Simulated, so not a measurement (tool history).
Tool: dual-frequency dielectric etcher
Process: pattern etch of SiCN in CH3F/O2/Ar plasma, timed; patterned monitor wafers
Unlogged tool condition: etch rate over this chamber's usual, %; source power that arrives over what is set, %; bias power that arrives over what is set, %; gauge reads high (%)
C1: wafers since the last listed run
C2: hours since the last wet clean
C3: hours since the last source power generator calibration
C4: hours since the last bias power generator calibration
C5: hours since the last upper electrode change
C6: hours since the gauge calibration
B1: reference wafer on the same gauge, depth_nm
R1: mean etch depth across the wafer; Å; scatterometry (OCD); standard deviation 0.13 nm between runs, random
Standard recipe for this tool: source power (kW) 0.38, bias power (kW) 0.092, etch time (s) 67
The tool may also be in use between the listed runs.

run 1 hour=0 | source_power_(kW)=0.31 bias_power_(kW)=0.092 etch_time_(s)=67 | C1=0 C2=36.1 C3=2996.9 C4=3053.2 C5=1947.1 C6=710.4 | B1=23.58 | R1=265.7
run 2 hour=39.7 | source_power_(kW)=0.31 bias_power_(kW)=0.092 etch_time_(s)=67 | C1=279 C2=75.8 C3=3036.6 C4=3092.9 C5=1986.8 C6=750.1 | B1=23.61 | R1=266.8
run 3 hour=73.5 | source_power_(kW)=0.31 bias_power_(kW)=0.092 etch_time_(s)=67 | C1=238 C2=109.6 C3=3070.4 C4=3126.7 C5=2020.6 C6=783.9 | B1=23.59 | R1=266.3
run 4 hour=262.4 | source_power_(kW)=0.44 bias_power_(kW)=0.092 etch_time_(s)=67 | C1=1330 C2=298.5 C3=3259.3 C4=3315.6 C5=2209.5 C6=972.8 | B1=23.59 | R1=309.8
run 5 hour=287.1 | source_power_(kW)=0.38 bias_power_(kW)=0.092 etch_time_(s)=73.5 | C1=173 C2=323.2 C3=3284 C4=3340.3 C5=2234.2 C6=997.5 | B1=23.58 | R1=322.9
run 6 hour=325.1 | source_power_(kW)=0.38 bias_power_(kW)=0.092 etch_time_(s)=73.5 | C1=267 C2=361.2 C3=3322 C4=3378.3 C5=2272.2 C6=1035.5 | B1=23.59 | R1=323.9
run 7 hour=351 | source_power_(kW)=0.38 bias_power_(kW)=0.092 etch_time_(s)=73.5 | C1=182 C2=387.1 C3=3347.9 C4=3404.2 C5=2298.1 C6=1061.4 | B1=23.6 | R1=326
-- hour=377.3 wet clean of the chamber
run 8 hour=404.9 | source_power_(kW)=0.38 bias_power_(kW)=0.092 etch_time_(s)=56 | C1=210 C2=27.6 C3=3401.8 C4=3458.1 C5=2352 C6=1115.3 | B1=23.63 | R1=237.9
run 9 hour=474.4 | source_power_(kW)=0.38 bias_power_(kW)=0.086 etch_time_(s)=80 | C1=489 C2=97.1 C3=3471.3 C4=3527.6 C5=2421.5 C6=1184.8 | B1=23.6 | R1=326.5
run 10 hour=537.4 | source_power_(kW)=0.38 bias_power_(kW)=0.086 etch_time_(s)=80 | C1=443 C2=160.1 C3=3534.3 C4=3590.6 C5=2484.5 C6=1247.8 | B1=23.63 | R1=328.6
-- hour=572.5 gauge calibrated
run 11 hour=602.4 | source_power_(kW)=0.34 bias_power_(kW)=0.078 etch_time_(s)=61.5 | C1=457 C2=225.1 C3=3599.3 C4=3655.6 C5=2549.5 C6=29.9 | B1=23.6 | R1=231.7
run 12 hour=633.8 | source_power_(kW)=0.29 bias_power_(kW)=0.08 etch_time_(s)=51 | C1=221 C2=256.5 C3=3630.7 C4=3687 C5=2580.9 C6=61.3 | B1=23.59 | R1=183.9
-- hour=688.5 upper electrode replaced, of another model than before
run 13 hour=689 | source_power_(kW)=0.45 bias_power_(kW)=0.1 etch_time_(s)=79 | C1=219 C2=311.7 C3=3685.9 C4=3742.2 C5=0.5 C6=116.5 | B1=23.61 | R1=374.3
run 14 hour=714.7 | source_power_(kW)=0.38 bias_power_(kW)=0.106 etch_time_(s)=49 | C1=181 C2=337.4 C3=3711.6 C4=3767.9 C5=26.2 C6=142.2 | B1=23.57 | R1=229.1
run 15 hour=752.4 | source_power_(kW)=0.31 bias_power_(kW)=0.092 etch_time_(s)=67 | C1=265 C2=375.1 C3=3749.3 C4=3805.6 C5=63.9 C6=179.9 | B1=23.59 | R1=280.2
-- hour=790.9 bias power generator calibrated
run 16 hour=805.9 | source_power_(kW)=0.38 bias_power_(kW)=0.092 etch_time_(s)=67 | C1=348 C2=428.6 C3=3802.8 C4=15 C5=117.4 C6=233.4 | B1=23.61 | R1=295.3
-- hour=826.9 source power generator calibrated
run 17 hour=865.1 | source_power_(kW)=0.42 bias_power_(kW)=0.072 etch_time_(s)=67 | C1=388 C2=487.8 C3=38.2 C4=74.2 C5=176.6 C6=292.6 | B1=23.61 | R1=274.3
-- hour=901.4 wet clean of the chamber
run 18 hour=930.1 | source_power_(kW)=0.33 bias_power_(kW)=0.083 etch_time_(s)=76.5 | C1=288 C2=28.7 C3=103.2 C4=139.2 C5=241.6 C6=357.6 | B1=23.6 | R1=298.8

Run 19 is up next; what results do you expect?
run 19 hour=1087.2 | source_power_(kW)=0.38 bias_power_(kW)=0.092 etch_time_(s)=67 | C1=1106 C2=185.8 C3=260.3 C4=296.3 C5=398.7 C6=514.7 | B1=? | R1=?

Run 19 yielded B1 23.59, R1 288.5 Å.
Were there no unlogged condition in the tool, this run, its random variation unchanged, would have produced R1 284 Å.
